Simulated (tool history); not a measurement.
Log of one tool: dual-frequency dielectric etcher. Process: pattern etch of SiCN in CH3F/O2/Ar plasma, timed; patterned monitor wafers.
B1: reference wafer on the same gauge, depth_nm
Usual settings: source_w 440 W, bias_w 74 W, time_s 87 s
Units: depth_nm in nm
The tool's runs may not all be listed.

{"run": 1, "day": 0.0, "source_w": 440, "bias_w": 74, "time_s": 87, "B1": 38.66, "depth_nm": 34.75}
{"run": 2, "day": 1.321, "source_w": 440, "bias_w": 74, "time_s": 87, "B1": 38.68, "depth_nm": 35.29}
{"run": 3, "day": 5.75, "source_w": 440, "bias_w": 74, "time_s": 87, "B1": 38.7, "depth_nm": 35.67}
{"run": 4, "day": 8.138, "source_w": 440, "bias_w": 74, "time_s": 78.5, "B1": 38.66, "depth_nm": 32.43}
{"day": 9.579, "done": "wet clean of the chamber"}
{"run": 5, "day": 10.679, "source_w": 440, "bias_w": 74, "time_s": 78.5, "B1": 38.7, "depth_nm": 31.51}
{"day": 14.725, "done": "source power generator calibrated"}
{"day": 15.688, "done": "upper electrode replaced"}
{"run": 6, "day": 15.708, "source_w": 490, "bias_w": 74, "time_s": 87, "B1": 38.75, "depth_nm": 37.03}
{"run": 7, "day": 17.962, "source_w": 490, "bias_w": 74, "time_s": 87, "B1": 38.72, "depth_nm": 37.1}
{"run": 8, "day": 19.379, "source_w": 490, "bias_w": 74, "time_s": 87, "B1": 38.73, "depth_nm": 37.32}
{"run": 9, "day": 20.688, "source_w": 440, "bias_w": 74, "time_s": 87, "B1": 38.66, "depth_nm": 35.74}
{"day": 23.821, "done": "wet clean of the chamber"}
{"run": 10, "day": 23.842, "source_w": 440, "bias_w": 74, "time_s": 87, "B1": 38.77, "depth_nm": 34.77}
{"run": 11, "day": 26.079, "source_w": 440, "bias_w": 74, "time_s": 87, "B1": 38.62, "depth_nm": 34.99}
{"run": 12, "day": 30.312, "source_w": 440, "bias_w": 74, "time_s": 87, "B1": 38.68, "depth_nm": 35.65}
{"run": 13, "day": 31.429, "source_w": 440, "bias_w": 58, "time_s": 98, "B1": 38.79, "depth_nm": 37.28}
{"run": 14, "day": 32.821, "source_w": 510, "bias_w": 61, "time_s": 65, "B1": 38.6, "depth_nm": 26.91}
{"run": 15, "day": 34.917, "source_w": 400, "bias_w": 67, "time_s": 64, "B1": 38.64, "depth_nm": 24.51}
{"run": 16, "day": 36.742, "source_w": 360, "bias_w": 74, "time_s": 80.5, "B1": 38.66, "depth_nm": 30.84}
{"day": 39.025, "done": "gauge calibrated"}
{"day": 40.321, "done": "wet clean of the chamber"}
{"run": 17, "day": 43.138, "source_w": 440, "bias_w": 74, "time_s": 87, "B1": 38.72, "depth_nm": 34.51}
{"run": 18, "day": 44.975, "source_w": 380, "bias_w": 90, "time_s": 108.5, "B1": 38.67, "depth_nm": 43.54}
{"run": 19, "day": 46.012, "source_w": 440, "bias_w": 83, "time_s": 87, "B1": 38.7, "depth_nm": 36.43}
{"run": 20, "day": 47.379, "source_w": 380, "bias_w": 74, "time_s": 69.5, "B1": 38.77, "depth_nm": 26.57}
{"run": 21, "day": 49.654, "source_w": 440, "bias_w": 87, "time_s": 63.5, "B1": 38.67, "depth_nm": 27.17}
{"day": 50.592, "done": "bias power generator calibrated"}
{"run": 22, "day": 52.121, "source_w": 330, "bias_w": 89, "time_s": 76, "B1": 38.69, "depth_nm": 29.08}
{"day": 54.521, "done": "wet clean of the chamber"}
{"run": 23, "day": 54.542, "source_w": 440, "bias_w": 74, "time_s": 70.5, "B1": 38.76, "depth_nm": 28.08}
{"run": 24, "day": 56.929, "source_w": 330, "bias_w": 89, "time_s": 76, "B1": 38.67, "depth_nm": 28.73}
{"run": 25, "day": 59.025, "source_w": 440, "bias_w": 74, "time_s": 87, "B1": 38.72, "depth_nm": 35.24}
{"run": 26, "day": 61.608, "source_w": 440, "bias_w": 74, "time_s": 69, "B1": 38.68, "depth_nm": 28.27}
{"run": 27, "day": 62.679, "source_w": 490, "bias_w": 82, "time_s": 87, "B1": 38.68, "depth_nm": 38.53}
{"run": 28, "day": 64.8, "source_w": 360, "bias_w": 66, "time_s": 96, "B1": 38.76, "depth_nm": 34.94}
{"run": 29, "day": 67.696, "source_w": 440, "bias_w": 69, "time_s": 87, "B1": 38.59, "depth_nm": 35.52}

5 ways to go on from here, each from the tool as it stands after run 29. What would each give?
{"run": "A", "day": 67.712, "source_w": 440, "bias_w": 74, "time_s": 108.5, "B1": "?", "depth_nm": "?"}
{"run": "B", "day": 67.712, "source_w": 440, "bias_w": 90, "time_s": 87, "B1": "?", "depth_nm": "?"}
{"run": "C", "day": 67.712, "source_w": 440, "bias_w": 80, "time_s": 99, "B1": "?", "depth_nm": "?"}
{"run": "D", "day": 67.712, "source_w": 550, "bias_w": 60, "time_s": 87, "B1": "?", "depth_nm": "?"}
{"run": "E", "day": 67.712, "source_w": 520, "bias_w": 74, "time_s": 67.5, "B1": "?", "depth_nm": "?"}

run=A B1=38.76 depth_nm=45.43
run=B B1=38.76 depth_nm=38.88
run=C B1=38.76 depth_nm=42.52
run=D B1=38.76 depth_nm=37.57
run=E B1=38.76 depth_nm=30.36
Without the tool's hidden state the same runs would have given:
run=A depth_nm=43.32
run=B depth_nm=37.07
run=C depth_nm=40.55
run=D depth_nm=35.82
run=E depth_nm=28.95
